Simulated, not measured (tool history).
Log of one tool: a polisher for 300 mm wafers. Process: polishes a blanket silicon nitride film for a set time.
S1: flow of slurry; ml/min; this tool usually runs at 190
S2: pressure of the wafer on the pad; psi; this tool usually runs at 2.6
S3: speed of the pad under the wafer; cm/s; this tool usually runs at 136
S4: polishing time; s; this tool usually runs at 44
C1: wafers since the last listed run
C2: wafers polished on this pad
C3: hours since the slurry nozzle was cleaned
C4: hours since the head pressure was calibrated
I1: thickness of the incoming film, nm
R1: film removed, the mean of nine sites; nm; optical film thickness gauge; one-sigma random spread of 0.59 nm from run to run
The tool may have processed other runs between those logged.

Run 1, day 0.000: usual settings but S1 140 ml/min, S2 2.8 psi; C1 0; C2 1795; C3 10.6; C4 461.1; I1 822.9. Result: R1 76.5 nm.
Run 2, day 2.646: usual settings but S1 140 ml/min, S2 2.8 psi; C1 909; C2 2704; C3 74.1; C4 524.6; I1 806.1. Result: R1 74.7 nm.
Run 3, day 6.942: usual settings but S1 175 ml/min, S3 164 cm/s; C1 1476; C2 4181; C3 177.2; C4 627.7; I1 806.3. Result: R1 83.7 nm.
Run 4, day 11.212: usual settings but S1 175 ml/min, S3 164 cm/s; C1 1467; C2 5649; C3 279.7; C4 730.2; I1 816.3. Result: R1 84.6 nm.
Run 5, day 14.975: usual settings; C1 1293; C2 6942; C3 370.0; C4 820.5; I1 798.7. Result: R1 74.0 nm.
Run 6, day 16.483: usual settings; C1 518; C2 7460; C3 406.2; C4 856.7; I1 825.3. Result: R1 72.8 nm.
At day 19.617: worn pad replaced by a new one.
Run 7, day 19.796: usual settings; C1 1081; C2 61; C3 485.7; C4 936.2; I1 804.4. Result: R1 71.7 nm.
At day 23.858: slurry nozzle cleaned.
Run 8, day 23.925: usual settings; C1 1404; C2 1466; C3 1.6; C4 1035.3; I1 794.3. Result: R1 73.9 nm.
Run 9, day 25.979: usual settings; C1 706; C2 2172; C3 50.9; C4 1084.6; I1 820.4. Result: R1 74.2 nm.
At day 27.108: head pressure recalibrated.
Run 10, day 28.150: usual settings but S2 2.1 psi; C1 717; C2 2890; C3 103.0; C4 25.0; I1 808.0. Result: R1 59.9 nm.
Run 11, day 30.254: usual settings but S1 210 ml/min; C1 723; C2 3613; C3 153.5; C4 75.5; I1 814.1. Result: R1 76.7 nm.
Run 12, day 32.558: usual settings; C1 791; C2 4405; C3 208.8; C4 130.8; I1 827.6. Result: R1 75.1 nm.
Run 13, day 37.004: usual settings; C1 1528; C2 5933; C3 315.5; C4 237.5; I1 807.6. Result: R1 74.0 nm.
Run 14, day 40.988: usual settings; C1 1369; C2 7302; C3 411.1; C4 333.1; I1 804.2. Result: R1 72.5 nm.
Run 15, day 42.550: usual settings; C1 537; C2 7839; C3 448.6; C4 370.6; I1 800.9. Result: R1 73.3 nm.
At day 44.508: worn pad replaced by a new one.
At day 48.275: slurry nozzle cleaned.
Run 16, day 50.033: usual settings; C1 2500; C2 1884; C3 42.2; C4 550.2; I1 797.2. Result: R1 74.8 nm.
Run 17, day 58.988: usual settings; C1 3077; C2 4961; C3 257.1; C4 765.1; I1 802.5. Result: R1 75.1 nm.
Run 18, day 68.746: usual settings; C1 3354; C2 8315; C3 491.3; C4 999.3; I1 809.8. Result: R1 71.7 nm.
At day 71.242: worn pad replaced by a new one.
At day 71.642: head pressure recalibrated.
At day 76.804: slurry nozzle cleaned.
Run 19, day 81.512: usual settings but S1 150 ml/min; C1 4287; C2 3487; C3 113.0; C4 236.9; I1 806.2. Result: R1 70.1 nm.
Run 20, day 84.996: usual settings but S3 178 cm/s, S4 40 s; C1 1197; C2 4684; C3 196.6; C4 320.5; I1 812.2. Result: R1 83.3 nm.
Run 21, day 87.821: usual settings but S1 235 ml/min, S2 2.1 psi, S3 176 cm/s, S4 40 s; C1 970; C2 5655; C3 264.4; C4 388.3; I1 800.5. Result: R1 67.1 nm.
Run 22, day 91.075: usual settings but S1 165 ml/min; C1 1118; C2 6774; C3 342.5; C4 466.4; I1 799.8. Result: R1 71.6 nm.

Expected results for the next run?
Run 23, day 95.542: usual settings but S3 96 cm/s; C1 1535; C2 8309; C3 449.7; C4 573.6; I1 809.3. Result: R1 ?.

Run 23 gave R1 55.3 nm.
With the hidden condition absent and the run-to-run variation left alone, this run would have shown R1 56.9 nm.
